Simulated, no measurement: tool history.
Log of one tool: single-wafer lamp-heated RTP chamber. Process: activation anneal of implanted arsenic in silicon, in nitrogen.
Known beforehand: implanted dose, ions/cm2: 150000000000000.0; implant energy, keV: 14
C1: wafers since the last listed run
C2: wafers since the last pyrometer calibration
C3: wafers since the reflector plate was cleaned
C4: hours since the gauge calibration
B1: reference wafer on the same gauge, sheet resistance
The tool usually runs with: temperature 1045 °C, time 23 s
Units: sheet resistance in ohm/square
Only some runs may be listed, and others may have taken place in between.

Run 1, day 0: usual settings; C1 0; C2 2494; C3 6476; C4 775.5; B1 501.13. Result: sheet resistance 497.13 ohm/square.
Run 2, day 2.667: usual settings; C1 1075; C2 3569; C3 7551; C4 839.5; B1 500.83. Result: sheet resistance 496.87 ohm/square.
Run 3, day 3.942: usual settings; C1 514; C2 4083; C3 8065; C4 870.1; B1 500.85. Result: sheet resistance 496.21 ohm/square.
Run 4, day 6.429: usual settings but time 30 s; C1 1002; C2 5086; C3 9068; C4 929.8; B1 501.46. Result: sheet resistance 491.7 ohm/square.
At day 8.067: pyrometer window cleaned and pyrometer calibrated.
Run 5, day 8.088: usual settings but temperature 1025 °C, time 19 s; C1 534; C2 8; C3 9602; C4 969.6; B1 501.3. Result: sheet resistance 503.61 ohm/square.
Run 6, day 9.529: usual settings but temperature 1025 °C, time 19 s; C1 581; C2 589; C3 10184; C4 1004.2; B1 501.11. Result: sheet resistance 504.58 ohm/square.
Run 7, day 11.646: usual settings but temperature 1025 °C, time 19 s; C1 853; C2 1442; C3 11037; C4 1055; B1 501.03. Result: sheet resistance 502.33 ohm/square.
Run 8, day 12.838: usual settings; C1 480; C2 1923; C3 11517; C4 1083.6; B1 500.73. Result: sheet resistance 498.46 ohm/square.
Run 9, day 13.942: usual settings; C1 445; C2 2368; C3 11962; C4 1110.1; B1 500.67. Result: sheet resistance 496.74 ohm/square.
Run 10, day 16.629: usual settings but temperature 1025 °C; C1 1083; C2 3451; C3 13046; C4 1174.6; B1 500.81. Result: sheet resistance 502.25 ohm/square.
Run 11, day 18.146: usual settings but temperature 1025 °C; C1 611; C2 4063; C3 13657; C4 1211; B1 500.86. Result: sheet resistance 501.74 ohm/square.
Run 12, day 19.412: usual settings but temperature 1025 °C; C1 510; C2 4573; C3 14168; C4 1241.4; B1 500.97. Result: sheet resistance 502.69 ohm/square.
At day 21.421: reflector plate cleaned.
Run 13, day 21.442: usual settings but temperature 1032 °C; C1 683; C2 5257; C3 8; C4 1290.1; B1 500.76. Result: sheet resistance 500.04 ohm/square.
At day 22.412: pyrometer window cleaned and pyrometer calibrated.
Run 14, day 22.896: usual settings; C1 451; C2 195; C3 460; C4 1325; B1 501.02. Result: sheet resistance 497.61 ohm/square.
At day 23.1: gauge calibrated.
Run 15, day 24.933: usual settings; C1 821; C2 1016; C3 1282; C4 44; B1 500.88. Result: sheet resistance 497.99 ohm/square.
Run 16, day 26.688: usual settings; C1 707; C2 1723; C3 1989; C4 86.1; B1 500.82. Result: sheet resistance 498.34 ohm/square.
Run 17, day 29.021: usual settings; C1 940; C2 2664; C3 2930; C4 142.1; B1 500.62. Result: sheet resistance 497.06 ohm/square.
Run 18, day 31.129: usual settings but temperature 1035 °C; C1 849; C2 3514; C3 3780; C4 192.7; B1 500.85. Result: sheet resistance 498.56 ohm/square.
Run 19, day 32.129: usual settings; C1 403; C2 3917; C3 4183; C4 216.7; B1 501.36. Result: sheet resistance 494.66 ohm/square.
Run 20, day 33.821: usual settings; C1 681; C2 4599; C3 4865; C4 257.3; B1 501.17. Result: sheet resistance 496.73 ohm/square.
Run 21, day 35.5: usual settings but temperature 1064 °C; C1 676; C2 5276; C3 5542; C4 297.6; B1 500.82. Result: sheet resistance 488.41 ohm/square.
Run 22, day 36.608: usual settings but temperature 1018 °C, time 14 s; C1 446; C2 5723; C3 5988; C4 324.2; B1 500.8. Result: sheet resistance 505.79 ohm/square.
At day 37.533: pyrometer window cleaned and pyrometer calibrated.
Run 23, day 38.312: usual settings but temperature 1057 °C, time 9 s; C1 552; C2 314; C3 6541; C4 365.1; B1 500.47. Result: sheet resistance 503.98 ohm/square.
Run 24, day 40.779: usual settings but temperature 1017 °C, time 18 s; C1 994; C2 1308; C3 7536; C4 424.3; B1 501.39. Result: sheet resistance 504.86 ohm/square.
Run 25, day 43.229: usual settings but temperature 1015 °C, time 10 s; C1 987; C2 2296; C3 8523; C4 483.1; B1 500.99. Result: sheet resistance 508.88 ohm/square.
Run 26, day 45.817: usual settings but temperature 1026 °C, time 28 s; C1 1043; C2 3339; C3 9566; C4 545.2; B1 501.01. Result: sheet resistance 498.98 ohm/square.
Run 27, day 48.05: usual settings but temperature 1025 °C, time 19 s; C1 900; C2 4239; C3 10467; C4 598.8; B1 501.07. Result: sheet resistance 503.19 ohm/square.
Run 28, day 49.275: usual settings but time 36 s; C1 493; C2 4733; C3 10961; C4 628.2; B1 500.5. Result: sheet resistance 488.69 ohm/square.
At day 52.142: pyrometer window cleaned and pyrometer calibrated.
Run 29, day 52.162: usual settings but temperature 1027 °C; C1 1029; C2 7; C3 11990; C4 697.5; B1 500.97. Result: sheet resistance 502.89 ohm/square.
Run 30, day 54.208: usual settings; C1 824; C2 832; C3 12815; C4 746.6; B1 500.99. Result: sheet resistance 497.56 ohm/square.
Run 31, day 55.229: usual settings but temperature 1028 °C, time 37 s; C1 411; C2 1244; C3 13227; C4 771.1; B1 500.67. Result: sheet resistance 497.01 ohm/square.
At day 56.658: reflector plate cleaned.
Run 32, day 57.079: usual settings but temperature 1026 °C, time 19 s; C1 611; C2 1855; C3 169; C4 815.5; B1 500.47. Result: sheet resistance 503.51 ohm/square.
Run 33, day 60.025: usual settings but temperature 1070 °C, time 16 s; C1 1187; C2 3043; C3 1357; C4 886.2; B1 500.74. Result: sheet resistance 494.04 ohm/square.
Run 34, day 61.642: usual settings but temperature 1021 °C, time 35 s; C1 651; C2 3694; C3 2009; C4 925; B1 500.78. Result: sheet resistance 497.61 ohm/square.
Run 35, day 63.454: usual settings; C1 730; C2 4425; C3 2739; C4 968.5; B1 501.16. Result: sheet resistance 496.14 ohm/square.
Run 36, day 65.462: usual settings but temperature 1028 °C, time 34 s; C1 809; C2 5235; C3 3549; C4 1016.7; B1 501.32. Result: sheet resistance 496.04 ohm/square.
Run 37, day 66.612: usual settings; C1 463; C2 5698; C3 4013; C4 1044.3; B1 501.09. Result: sheet resistance 494.02 ohm/square.
Run 38, day 69.383: usual settings but temperature 1054 °C, time 27 s; C1 1117; C2 6815; C3 5130; C4 1110.8; B1 500.65. Result: sheet resistance 488.77 ohm/square.

Predict each of these 3 candidate next runs independently; none follows another, all start after run 38:
Run A, day 69.4: usual settings; C1 6; C2 6822; C3 5136; C4 1111.2; B1 ?. Result: sheet resistance ?.
Run B, day 69.4: usual settings but temperature 1029 °C, time 30 s; C1 6; C2 6822; C3 5136; C4 1111.2; B1 ?. Result: sheet resistance ?.
Run C, day 69.4: usual settings but temperature 1034 °C, time 32 s; C1 6; C2 6822; C3 5136; C4 1111.2; B1 ?. Result: sheet resistance ?.

run     B1  sheet resistance
  A  501.3            494.66
  B  501.3            496.04
  C  501.3            493.53
With the hidden condition removed and each run's random variation left untouched, the same runs would have given:
run  sheet resistance
  A            499.12
  B            500.25
  C            498.24

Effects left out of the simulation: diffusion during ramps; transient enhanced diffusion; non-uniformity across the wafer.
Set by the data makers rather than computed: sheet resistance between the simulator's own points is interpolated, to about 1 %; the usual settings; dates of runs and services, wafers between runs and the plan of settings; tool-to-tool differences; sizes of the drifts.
